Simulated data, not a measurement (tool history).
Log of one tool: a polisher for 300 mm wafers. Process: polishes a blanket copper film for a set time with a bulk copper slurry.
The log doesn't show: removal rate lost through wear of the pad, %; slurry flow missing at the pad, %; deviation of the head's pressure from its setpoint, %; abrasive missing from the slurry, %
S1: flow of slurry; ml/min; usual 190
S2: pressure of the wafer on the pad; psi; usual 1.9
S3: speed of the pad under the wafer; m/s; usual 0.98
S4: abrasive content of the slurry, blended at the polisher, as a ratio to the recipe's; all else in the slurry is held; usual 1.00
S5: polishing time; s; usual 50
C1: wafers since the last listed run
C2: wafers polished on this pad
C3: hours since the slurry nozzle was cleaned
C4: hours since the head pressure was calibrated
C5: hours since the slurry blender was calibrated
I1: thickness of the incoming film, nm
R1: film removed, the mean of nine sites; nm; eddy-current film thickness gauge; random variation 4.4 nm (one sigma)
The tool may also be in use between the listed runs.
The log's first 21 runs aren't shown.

run 22 hour=269.7 | S1=190 S2=1.9 S3=0.68 S4=1.00 S5=50 | C1=161 C2=1138 C3=53.3 C4=76.4 C5=14.4 | I1=3421.4 | R1=207.6
run 23 hour=281.1 | S1=190 S2=1.9 S3=0.98 S4=1.00 S5=50 | C1=212 C2=1350 C3=64.7 C4=87.8 C5=25.8 | I1=3504.2 | R1=311.0
-- hour=290.0 worn pad replaced by a new one
run 24 hour=297.8 | S1=190 S2=1.9 S3=0.70 S4=1.00 S5=50 | C1=236 C2=145 C3=81.4 C4=104.5 C5=42.5 | I1=3484.4 | R1=215.9
run 25 hour=312.2 | S1=190 S2=1.9 S3=0.98 S4=1.00 S5=58 | C1=268 C2=413 C3=95.8 C4=118.9 C5=56.9 | I1=3531.7 | R1=350.1
run 26 hour=326.1 | S1=190 S2=1.9 S3=0.98 S4=1.00 S5=62 | C1=258 C2=672 C3=109.7 C4=132.8 C5=70.8 | I1=3502.1 | R1=371.4
run 27 hour=343.9 | S1=190 S2=1.3 S3=1.18 S4=1.00 S5=50 | C1=331 C2=1004 C3=127.5 C4=150.6 C5=88.6 | I1=3488.3 | R1=299.1
run 28 hour=351.3 | S1=190 S2=1.9 S3=0.98 S4=0.80 S5=66 | C1=137 C2=1141 C3=134.9 C4=158.0 C5=96.0 | I1=3509.7 | R1=374.8
-- hour=384.4 worn pad replaced by a new one
run 29 hour=391.0 | S1=190 S2=1.4 S3=1.24 S4=0.85 S5=50 | C1=664 C2=122 C3=174.6 C4=197.7 C5=135.7 | I1=3471.9 | R1=313.6
run 30 hour=408.6 | S1=190 S2=1.6 S3=0.98 S4=1.00 S5=67 | C1=327 C2=450 C3=192.2 C4=215.3 C5=153.3 | I1=3455.8 | R1=364.7
run 31 hour=422.4 | S1=190 S2=1.9 S3=0.98 S4=1.00 S5=50 | C1=256 C2=707 C3=206.0 C4=229.1 C5=167.1 | I1=3479.3 | R1=302.1

3 ways to go on from here, each from the tool as it stands after run 31. What would each give?
run A hour=422.8 | S1=190 S2=1.9 S3=0.98 S4=1.00 S5=50 | C1=7 C2=714 C3=206.4 C4=229.5 C5=167.5 | I1=3520.5 | R1=?
run B hour=422.8 | S1=190 S2=1.3 S3=0.98 S4=1.10 S5=50 | C1=7 C2=714 C3=206.4 C4=229.5 C5=167.5 | I1=3520.5 | R1=?
run C hour=422.8 | S1=190 S2=1.9 S3=0.80 S4=1.15 S5=50 | C1=7 C2=714 C3=206.4 C4=229.5 C5=167.5 | I1=3520.5 | R1=?

run=A R1=301.6
run=B R1=246.0
run=C R1=252.7
Without the tool's hidden state the same runs would have given:
run=A R1=309.8
run=B R1=252.9
run=C R1=259.7
